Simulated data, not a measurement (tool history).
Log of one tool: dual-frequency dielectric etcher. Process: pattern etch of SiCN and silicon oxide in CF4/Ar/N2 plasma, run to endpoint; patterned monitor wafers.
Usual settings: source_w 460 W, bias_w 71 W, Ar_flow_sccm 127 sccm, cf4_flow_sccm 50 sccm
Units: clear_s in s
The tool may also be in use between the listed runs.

| run | hour | source_w | bias_w | Ar_flow_sccm | cf4_flow_sccm | wafers since the last listed run | hours since the last wet clean | hours since the last source power generator calibration | hours since the last bias power generator calibration | hours since the last Ar flow controller change | hours since the last CF4 flow controller change | hours since the last upper electrode change | incoming incoming film thickness, nm | clear_s |
|---|---|---|---|---|---|---|---|---|---|---|---|---|---|---|
| 1 | 0 | 460 | 66 | 127 | 50 | 0 | 471.4 | 3819.9 | 1901.9 | 4668.2 | 4366.8 | 5266.7 | 16.83 | 21.9 |
| 2 | 106.4 | 460 | 66 | 127 | 50 | 1174 | 577.8 | 3926.3 | 2008.3 | 4774.6 | 4473.2 | 5373.1 | 16.81 | 22.7 |
|  | 170.3 | wet clean of the chamber |
| 3 | 297 | 460 | 71 | 127 | 50 | 1839 | 126.7 | 4116.9 | 2198.9 | 4965.2 | 4663.8 | 5563.7 | 16.82 | 22.9 |
| 4 | 339.7 | 460 | 71 | 113 | 50 | 471 | 169.4 | 4159.6 | 2241.6 | 5007.9 | 4706.5 | 5606.4 | 16.76 | 22.1 |
|  | 443.8 | CF4 flow controller replaced |
| 5 | 446.4 | 460 | 71 | 113 | 50 | 1111 | 276.1 | 4266.3 | 2348.3 | 5114.6 | 2.6 | 5713.1 | 16.85 | 22.7 |
|  | 502.1 | wet clean of the chamber, repeated, since the last time left the tool worse |
| 6 | 513.9 | 460 | 71 | 113 | 50 | 480 | 11.8 | 4333.8 | 2415.8 | 5182.1 | 70.1 | 5780.6 | 16.87 | 21.2 |
|  | 572.4 | bias power generator calibrated |
| 7 | 572.9 | 460 | 71 | 127 | 50 | 607 | 70.8 | 4392.8 | 0.5 | 5241.1 | 129.1 | 5839.6 | 16.92 | 21.7 |
|  | 629.8 | Ar flow controller replaced |
| 8 | 677.2 | 460 | 71 | 127 | 50 | 1085 | 175.1 | 4497.1 | 104.8 | 47.4 | 233.4 | 5943.9 | 16.78 | 21.4 |
| 9 | 746.6 | 460 | 71 | 127 | 50 | 766 | 244.5 | 4566.5 | 174.2 | 116.8 | 302.8 | 6013.3 | 16.92 | 21.9 |
| 10 | 813 | 460 | 71 | 127 | 50 | 733 | 310.9 | 4632.9 | 240.6 | 183.2 | 369.2 | 6079.7 | 16.93 | 21.9 |
| 11 | 897.9 | 500 | 88 | 98 | 50 | 937 | 395.8 | 4717.8 | 325.5 | 268.1 | 454.1 | 6164.6 | 16.76 | 18.7 |
| 12 | 959.5 | 460 | 71 | 155 | 50 | 680 | 457.4 | 4779.4 | 387.1 | 329.7 | 515.7 | 6226.2 | 16.79 | 22.6 |
|  | 1005.7 | wet clean of the chamber |
| 13 | 1053.2 | 460 | 71 | 127 | 50 | 769 | 47.5 | 4873.1 | 480.8 | 423.4 | 609.4 | 6319.9 | 16.88 | 21.5 |
| 14 | 1089.5 | 410 | 71 | 127 | 50 | 400 | 83.8 | 4909.4 | 517.1 | 459.7 | 645.7 | 6356.2 | 16.6 | 23.2 |
|  | 1177.3 | upper electrode replaced |
| 15 | 1183.3 | 550 | 81 | 127 | 50 | 770 | 177.6 | 5003.2 | 610.9 | 553.5 | 739.5 | 6 | 16.81 | 18.2 |
| 16 | 1231.9 | 540 | 89 | 113 | 53 | 536 | 226.2 | 5051.8 | 659.5 | 602.1 | 788.1 | 54.6 | 16.72 | 17.6 |
|  | 1259.7 | source power generator calibrated |
| 17 | 1334.9 | 460 | 71 | 127 | 56 | 1093 | 329.2 | 75.2 | 762.5 | 705.1 | 891.1 | 157.6 | 16.85 | 21.6 |
| 18 | 1442 | 400 | 71 | 127 | 50 | 1182 | 436.3 | 182.3 | 869.6 | 812.2 | 998.2 | 264.7 | 16.85 | 24.6 |
| 19 | 1521.1 | 460 | 71 | 127 | 50 | 873 | 515.4 | 261.4 | 948.7 | 891.3 | 1077.3 | 343.8 | 16.62 | 21.9 |
|  | 1558.2 | wet clean of the chamber |
| 20 | 1675.8 | 460 | 71 | 136 | 50 | 1443 | 117.6 | 416.1 | 1103.4 | 1046 | 1232 | 498.5 | 16.69 | 21.5 |
| 21 | 1723.6 | 460 | 78 | 101 | 50 | 527 | 165.4 | 463.9 | 1151.2 | 1093.8 | 1279.8 | 546.3 | 16.84 | 20.5 |
| 22 | 1767.6 | 460 | 71 | 127 | 50 | 485 | 209.4 | 507.9 | 1195.2 | 1137.8 | 1323.8 | 590.3 | 16.83 | 21.9 |
| 23 | 1809.4 | 460 | 71 | 151 | 57 | 461 | 251.2 | 549.7 | 1237 | 1179.6 | 1365.6 | 632.1 | 16.7 | 21.9 |
| 24 | 1852.2 | 460 | 59 | 127 | 50 | 472 | 294 | 592.5 | 1279.8 | 1222.4 | 1408.4 | 674.9 | 16.84 | 22.7 |
| 25 | 1896.8 | 460 | 89 | 127 | 42 | 492 | 338.6 | 637.1 | 1324.4 | 1267 | 1453 | 719.5 | 16.86 | 21.5 |

Forecast each of these 3 alternatives for the next run:
| A | 1897.2 | 460 | 71 | 127 | 50 | 4 | 339 | 637.5 | 1324.8 | 1267.4 | 1453.4 | 719.9 | 16.75 | ? |
| B | 1897.2 | 460 | 58 | 127 | 50 | 4 | 339 | 637.5 | 1324.8 | 1267.4 | 1453.4 | 719.9 | 16.75 | ? |
| C | 1897.2 | 530 | 71 | 127 | 50 | 4 | 339 | 637.5 | 1324.8 | 1267.4 | 1453.4 | 719.9 | 16.75 | ? |

| run | clear_s |
|---|---|
| A | 21.8 |
| B | 22.7 |
| C | 19.5 |
Without the tool's hidden state the same runs would have given:
| run | clear_s |
|---|---|
| A | 21.4 |
| B | 22.3 |
| C | 19.2 |
